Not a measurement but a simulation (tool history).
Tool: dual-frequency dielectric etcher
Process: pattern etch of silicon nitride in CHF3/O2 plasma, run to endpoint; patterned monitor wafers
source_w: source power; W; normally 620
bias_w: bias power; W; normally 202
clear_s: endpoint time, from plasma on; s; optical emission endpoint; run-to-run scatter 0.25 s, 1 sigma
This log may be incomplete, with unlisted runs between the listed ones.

run	hour	source_w	bias_w	incoming incoming film thickness, nm	clear_s
1	0	620	162	66.3	50.3
2	17.4	620	162	66	49.7
3	45.3	740	212	66.7	39.1
4	78	620	241	66.4	39.8
5	111.4	620	202	66.4	44.2
# hour 144.1: source power generator calibrated
# hour 162.1: upper electrode replaced
6	162.6	620	202	65.9	43.1
7	171.5	620	202	66	43.4
8	185.2	620	158	65.9	49.3
9	203.1	620	202	66.5	43.6
# hour 224.4: bias power generator calibrated
10	224.9	520	202	66	48.1
11	254.2	710	173	66.2	43.4
# hour 287.7: wet clean of the chamber
12	288.2	750	183	65.9	41.7
13	302	510	153	66	59.4
14	331	710	239	65.6	37.3
15	364.6	470	175	66	57.8

5 options for the next run, each taken on its own from the tool as it stands now. Forecast them:
A	365	620	250	66.3	?
B	365	720	225	66.3	?
C	365	730	202	66.3	?
D	365	780	152	66.3	?
E	365	570	229	66.3	?

run	clear_s
A	39.6
B	38.3
C	40.2
D	45.2
E	43.6
With no hidden state in the tool, these same runs would have given:
run	clear_s
A	39.9
B	38.6
C	40.5
D	45.6
E	44

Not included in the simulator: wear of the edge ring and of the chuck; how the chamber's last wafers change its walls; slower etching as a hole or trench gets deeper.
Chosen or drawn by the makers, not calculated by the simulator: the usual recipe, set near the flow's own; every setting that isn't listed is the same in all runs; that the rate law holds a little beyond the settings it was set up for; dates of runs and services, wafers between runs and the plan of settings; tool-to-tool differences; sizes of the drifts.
